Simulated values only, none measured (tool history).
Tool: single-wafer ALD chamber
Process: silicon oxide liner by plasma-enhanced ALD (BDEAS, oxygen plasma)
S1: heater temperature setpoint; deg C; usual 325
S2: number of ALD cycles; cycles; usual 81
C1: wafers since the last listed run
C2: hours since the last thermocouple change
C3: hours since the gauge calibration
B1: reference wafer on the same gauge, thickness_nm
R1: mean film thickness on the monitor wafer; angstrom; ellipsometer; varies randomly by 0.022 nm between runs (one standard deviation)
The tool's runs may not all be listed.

{"run": 1, "hour": 0.0, "S1": 325, "S2": 77, "C1": 0, "C2": 1080.8, "C3": 172.8, "B1": 8.167, "R1": 69.66}
{"hour": 17.5, "done": "gauge calibrated"}
{"run": 2, "hour": 33.2, "S1": 325, "S2": 77, "C1": 155, "C2": 1114, "C3": 15.7, "B1": 8.161, "R1": 70.1}
{"run": 3, "hour": 58.7, "S1": 325, "S2": 81, "C1": 119, "C2": 1139.5, "C3": 41.2, "B1": 8.159, "R1": 73.52}
{"run": 4, "hour": 114.6, "S1": 328, "S2": 81, "C1": 262, "C2": 1195.4, "C3": 97.1, "B1": 8.151, "R1": 73.54}
{"run": 5, "hour": 142.7, "S1": 328, "S2": 81, "C1": 131, "C2": 1223.5, "C3": 125.2, "B1": 8.162, "R1": 73.15}
{"run": 6, "hour": 170.8, "S1": 325, "S2": 81, "C1": 131, "C2": 1251.6, "C3": 153.3, "B1": 8.169, "R1": 73.94}
{"run": 7, "hour": 203.2, "S1": 325, "S2": 81, "C1": 152, "C2": 1284, "C3": 185.7, "B1": 8.169, "R1": 74.16}
{"hour": 239.5, "done": "gauge calibrated"}
{"hour": 242.2, "done": "thermocouple changed; heater temperature recalibrated"}
{"run": 8, "hour": 242.7, "S1": 325, "S2": 81, "C1": 147, "C2": 0.5, "C3": 3.2, "B1": 8.169, "R1": 74}
{"run": 9, "hour": 253.9, "S1": 325, "S2": 90, "C1": 52, "C2": 11.7, "C3": 14.4, "B1": 8.162, "R1": 82.05}
{"run": 10, "hour": 277.3, "S1": 336, "S2": 81, "C1": 109, "C2": 35.1, "C3": 37.8, "B1": 8.171, "R1": 72.59}
{"run": 11, "hour": 294.1, "S1": 316, "S2": 73, "C1": 78, "C2": 51.9, "C3": 54.6, "B1": 8.159, "R1": 67.32}
{"run": 12, "hour": 326.8, "S1": 325, "S2": 81, "C1": 153, "C2": 84.6, "C3": 87.3, "B1": 8.169, "R1": 74.08}
{"run": 13, "hour": 340.5, "S1": 319, "S2": 67, "C1": 64, "C2": 98.3, "C3": 101, "B1": 8.161, "R1": 61.54}
{"run": 14, "hour": 357.4, "S1": 332, "S2": 92, "C1": 79, "C2": 115.2, "C3": 117.9, "B1": 8.172, "R1": 82.87}
{"run": 15, "hour": 387.9, "S1": 318, "S2": 92, "C1": 143, "C2": 145.7, "C3": 148.4, "B1": 8.164, "R1": 84.53}

What if the next run were any one of these 3? Each begins from the tool's condition after run 15:
{"run": "A", "hour": 388.4, "S1": 325, "S2": 81, "C1": 2, "C2": 146.2, "C3": 148.9, "B1": "?", "R1": "?"}
{"run": "B", "hour": 388.4, "S1": 316, "S2": 81, "C1": 2, "C2": 146.2, "C3": 148.9, "B1": "?", "R1": "?"}
{"run": "C", "hour": 388.4, "S1": 312, "S2": 66, "C1": 2, "C2": 146.2, "C3": 148.9, "B1": "?", "R1": "?"}

run=A B1=8.143 R1=73.79
run=B B1=8.143 R1=74.78
run=C B1=8.143 R1=61.29
With no hidden state in the tool, these same runs would have given:
run=A R1=73.79
run=B R1=74.78
run=C R1=61.29

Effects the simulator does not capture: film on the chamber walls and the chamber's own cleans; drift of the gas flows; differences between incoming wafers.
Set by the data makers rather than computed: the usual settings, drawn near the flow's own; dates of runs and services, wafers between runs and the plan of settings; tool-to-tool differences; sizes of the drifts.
